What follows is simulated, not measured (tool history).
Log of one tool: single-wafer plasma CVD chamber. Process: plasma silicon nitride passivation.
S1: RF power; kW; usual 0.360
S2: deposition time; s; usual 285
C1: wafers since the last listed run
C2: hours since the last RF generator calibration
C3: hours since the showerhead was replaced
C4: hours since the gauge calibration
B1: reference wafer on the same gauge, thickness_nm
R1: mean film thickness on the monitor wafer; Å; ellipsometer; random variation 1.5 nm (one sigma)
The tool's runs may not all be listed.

run 1 hour=0.0 | S1=0.380 S2=285 | C1=0 C2=1726.9 C3=5521.2 C4=195.7 | B1=330.406 | R1=3383.45
run 2 hour=18.0 | S1=0.360 S2=285 | C1=163 C2=1744.9 C3=5539.2 C4=213.7 | B1=330.969 | R1=3322.84
run 3 hour=48.0 | S1=0.360 S2=285 | C1=272 C2=1774.9 C3=5569.2 C4=243.7 | B1=330.600 | R1=3333.21
run 4 hour=79.9 | S1=0.360 S2=285 | C1=289 C2=1806.8 C3=5601.1 C4=275.6 | B1=330.198 | R1=3325.55
run 5 hour=115.9 | S1=0.360 S2=310 | C1=327 C2=1842.8 C3=5637.1 C4=311.6 | B1=329.022 | R1=3612.40
run 6 hour=151.8 | S1=0.360 S2=310 | C1=326 C2=1878.7 C3=5673.0 C4=347.5 | B1=329.792 | R1=3615.39
run 7 hour=183.2 | S1=0.360 S2=310 | C1=285 C2=1910.1 C3=5704.4 C4=378.9 | B1=330.216 | R1=3608.29
-- hour=243.3 showerhead replaced
-- hour=282.1 gauge calibrated
run 8 hour=286.3 | S1=0.360 S2=285 | C1=864 C2=2013.2 C3=43.0 C4=4.2 | B1=335.324 | R1=3395.19
run 9 hour=309.5 | S1=0.360 S2=285 | C1=210 C2=2036.4 C3=66.2 C4=27.4 | B1=334.475 | R1=3366.53
run 10 hour=330.4 | S1=0.360 S2=285 | C1=189 C2=2057.3 C3=87.1 C4=48.3 | B1=333.685 | R1=3368.46
run 11 hour=355.7 | S1=0.360 S2=285 | C1=229 C2=2082.6 C3=112.4 C4=73.6 | B1=332.147 | R1=3360.55
run 12 hour=373.0 | S1=0.385 S2=254 | C1=157 C2=2099.9 C3=129.7 C4=90.9 | B1=331.725 | R1=3060.86
run 13 hour=400.9 | S1=0.425 S2=258 | C1=253 C2=2127.8 C3=157.6 C4=118.8 | B1=331.585 | R1=3197.61
run 14 hour=414.7 | S1=0.360 S2=285 | C1=125 C2=2141.6 C3=171.4 C4=132.6 | B1=331.788 | R1=3384.90
run 15 hour=429.3 | S1=0.410 S2=305 | C1=132 C2=2156.2 C3=186.0 C4=147.2 | B1=331.354 | R1=3707.50
-- hour=446.1 RF generator calibrated
run 16 hour=453.7 | S1=0.425 S2=336 | C1=149 C2=7.6 C3=210.4 C4=171.6 | B1=331.360 | R1=4142.67
run 17 hour=487.6 | S1=0.315 S2=270 | C1=308 C2=41.5 C3=244.3 C4=205.5 | B1=331.075 | R1=3044.80
run 18 hour=516.5 | S1=0.360 S2=310 | C1=262 C2=70.4 C3=273.2 C4=234.4 | B1=330.843 | R1=3629.10
run 19 hour=543.8 | S1=0.390 S2=243 | C1=248 C2=97.7 C3=300.5 C4=261.7 | B1=330.208 | R1=2919.18
run 20 hour=577.3 | S1=0.360 S2=285 | C1=304 C2=131.2 C3=334.0 C4=295.2 | B1=330.652 | R1=3321.63
run 21 hour=592.5 | S1=0.360 S2=285 | C1=138 C2=146.4 C3=349.2 C4=310.4 | B1=329.164 | R1=3325.00
run 22 hour=608.2 | S1=0.360 S2=319 | C1=142 C2=162.1 C3=364.9 C4=326.1 | B1=329.608 | R1=3720.68
run 23 hour=621.2 | S1=0.360 S2=319 | C1=118 C2=175.1 C3=377.9 C4=339.1 | B1=330.522 | R1=3747.75

Hidden state at the last listed run before each entry between runs and at the first one after, where it differs:
Between runs 7 and 8: showerhead replaced (hour 243.3); gauge calibrated (hour 282.1)
  gauge reads high (%): -1.57 -> 0.052
  measured less the result without the state, R1: -57.61 -> +1.77 Å
Between runs 15 and 16: RF generator calibrated (hour 446.1)
  gauge reads high (%): -1.04 -> -1.14
  measured less the result without the state, R1: -39.09 -> -47.84 Å
